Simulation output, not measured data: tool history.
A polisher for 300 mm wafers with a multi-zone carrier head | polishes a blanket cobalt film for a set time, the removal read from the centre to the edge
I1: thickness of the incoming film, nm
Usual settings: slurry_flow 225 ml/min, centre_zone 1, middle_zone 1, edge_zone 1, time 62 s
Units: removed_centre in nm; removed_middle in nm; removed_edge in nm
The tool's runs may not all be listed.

Run 1, hour 0: usual settings but edge_zone 0.96; I1 1439.8. Result: removed_centre 602.7 nm, removed_middle 548.6 nm, removed_edge 556.1 nm.
Run 2, hour 40.4: usual settings; I1 1446.3. Result: removed_centre 600.8 nm, removed_middle 563.1 nm, removed_edge 567.1 nm.
At hour 86.9: slurry nozzle cleaned.
Run 3, hour 87.4: usual settings; I1 1404.8. Result: removed_centre 599 nm, removed_middle 564.9 nm, removed_edge 587.8 nm.
Run 4, hour 181.2: usual settings; I1 1433.5. Result: removed_centre 623.5 nm, removed_middle 562.3 nm, removed_edge 569 nm.
Run 5, hour 207.5: usual settings but middle_zone 0.92; I1 1420.3. Result: removed_centre 621.4 nm, removed_middle 521.8 nm, removed_edge 579.4 nm.
At hour 223.1: worn pad replaced by a new one.
Run 6, hour 277: usual settings but middle_zone 0.92; I1 1395.9. Result: removed_centre 621.6 nm, removed_middle 521.4 nm, removed_edge 577.5 nm.
Run 7, hour 303.4: usual settings but middle_zone 0.92; I1 1421.4. Result: removed_centre 621.4 nm, removed_middle 524.7 nm, removed_edge 570.4 nm.
At hour 316.7: centre zone pressure recalibrated.
Run 8, hour 327.4: usual settings but slurry_flow 190 ml/min, middle_zone 1.06; I1 1430.2. Result: removed_centre 468.1 nm, removed_middle 566.6 nm, removed_edge 556.1 nm.
Run 9, hour 389.8: usual settings but middle_zone 1.03, time 70 s; I1 1408. Result: removed_centre 561.6 nm, removed_middle 652.5 nm, removed_edge 644.8 nm.
At hour 415.4: slurry nozzle cleaned.
Run 10, hour 419.8: usual settings but centre_zone 1.09, middle_zone 0.89, edge_zone 1.05, time 52 s; I1 1418.6. Result: removed_centre 458.7 nm, removed_middle 421.9 nm, removed_edge 485.5 nm.
Run 11, hour 476.5: usual settings; I1 1409.1. Result: removed_centre 503.2 nm, removed_middle 553.8 nm, removed_edge 555.3 nm.
At hour 484: carrier head's membrane replaced by a new one.
At hour 517.3: worn pad replaced by a new one.
Run 12, hour 533.2: usual settings but centre_zone 1.05, edge_zone 1.11, time 54 s; I1 1423.8. Result: removed_centre 461.9 nm, removed_middle 494.4 nm, removed_edge 519.5 nm.
Run 13, hour 580.9: usual settings but slurry_flow 190 ml/min, middle_zone 1.06; I1 1420.2. Result: removed_centre 505 nm, removed_middle 571.2 nm, removed_edge 564.9 nm.
At hour 644.8: centre zone pressure recalibrated, repeated, since the last time left the tool worse.
Run 14, hour 646.1: usual settings but middle_zone 1.05; I1 1412.4. Result: removed_centre 563 nm, removed_middle 572.1 nm, removed_edge 567.1 nm.

Run 15 comes next. What will it give?
Run 15, hour 673.2: usual settings but centre_zone 0.91, edge_zone 1.06; I1 1442.7. Result: removed_centre ?, removed_middle ?, removed_edge ?.

{"run 15": {"removed_centre": 516.2, "removed_middle": 568.4, "removed_edge": 580}}
Without the tool's hidden state the same run would have given removed_centre 513.7 nm, removed_middle 568.4 nm, removed_edge 580 nm.

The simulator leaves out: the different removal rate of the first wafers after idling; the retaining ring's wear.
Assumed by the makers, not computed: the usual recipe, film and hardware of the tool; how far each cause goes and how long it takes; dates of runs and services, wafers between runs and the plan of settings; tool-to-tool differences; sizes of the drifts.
